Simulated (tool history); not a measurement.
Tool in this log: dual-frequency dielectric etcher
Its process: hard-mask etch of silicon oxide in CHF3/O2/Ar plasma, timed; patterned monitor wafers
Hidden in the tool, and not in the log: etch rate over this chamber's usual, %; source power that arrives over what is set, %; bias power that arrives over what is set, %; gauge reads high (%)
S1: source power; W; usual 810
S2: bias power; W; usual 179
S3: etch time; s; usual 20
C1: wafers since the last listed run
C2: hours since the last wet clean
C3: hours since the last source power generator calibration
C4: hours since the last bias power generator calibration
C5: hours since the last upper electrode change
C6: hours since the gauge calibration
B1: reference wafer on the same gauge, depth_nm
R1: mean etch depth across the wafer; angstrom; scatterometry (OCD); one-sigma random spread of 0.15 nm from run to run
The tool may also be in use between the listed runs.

run,hour,S1,S2,S3,C1,C2,C3,C4,C5,C6,B1,R1
1,0,810,179,20,0,169.4,3371.2,1930.1,6482.6,97.6,43.87,415.2
2,23.2,810,179,20,361,192.6,3394.4,1953.3,6505.8,120.8,43.79,416
3,39.8,810,179,20,258,209.2,3411,1969.9,6522.4,137.4,43.77,413.3
4,68.3,970,153,20,444,237.7,3439.5,1998.4,6550.9,165.9,43.77,425.2
5,96.5,970,153,20,439,265.9,3467.7,2026.6,6579.1,194.1,43.71,424.6
6,108.8,970,153,20,191,278.2,3480,2038.9,6591.4,206.4,43.73,424.4
# hour 155.7: upper electrode replaced
# hour 182.6: bias power generator calibrated
7,185.6,810,145,20,760,355,3556.8,3,29.9,283.2,43.64,392.1
8,206,810,219,15,317,375.4,3577.2,23.4,50.3,303.6,43.66,326.5
9,221.7,880,222,20,244,391.1,3592.9,39.1,66,319.3,43.69,451
# hour 222.5: gauge calibrated
# hour 238.9: source power generator calibrated
# hour 261.2: wet clean of the chamber
10,261.7,810,179,20,212,0.5,22.8,79.1,106,39.2,44.15,419.4
11,282.6,810,200,20,325,21.4,43.7,100,126.9,60.1,44.05,427.4
12,305.8,810,179,20,361,44.6,66.9,123.2,150.1,83.3,43.95,415.9
13,341,810,179,26,548,79.8,102.1,158.4,185.3,118.5,43.92,541.8
14,372.9,810,179,20,496,111.7,134,190.3,217.2,150.4,43.89,416.4
15,392.6,810,156,15,306,131.4,153.7,210,236.9,170.1,43.84,299

Give the tool's hidden conditions for every run:
etch rate over this chamber's usual, %: 0 across all the runs
source power that arrives over what is set, %: 0 across all the runs
bias power that arrives over what is set, %: 0 across all the runs
H1: gauge reads high (%)
run,H1
1,-0.986
2,-1.09
3,-1.15
4,-1.24
5,-1.31
6,-1.33
7,-1.43
8,-1.45
9,-1.46
10,-0.373
11,-0.539
12,-0.689
13,-0.862
14,-0.976
15,-1.03
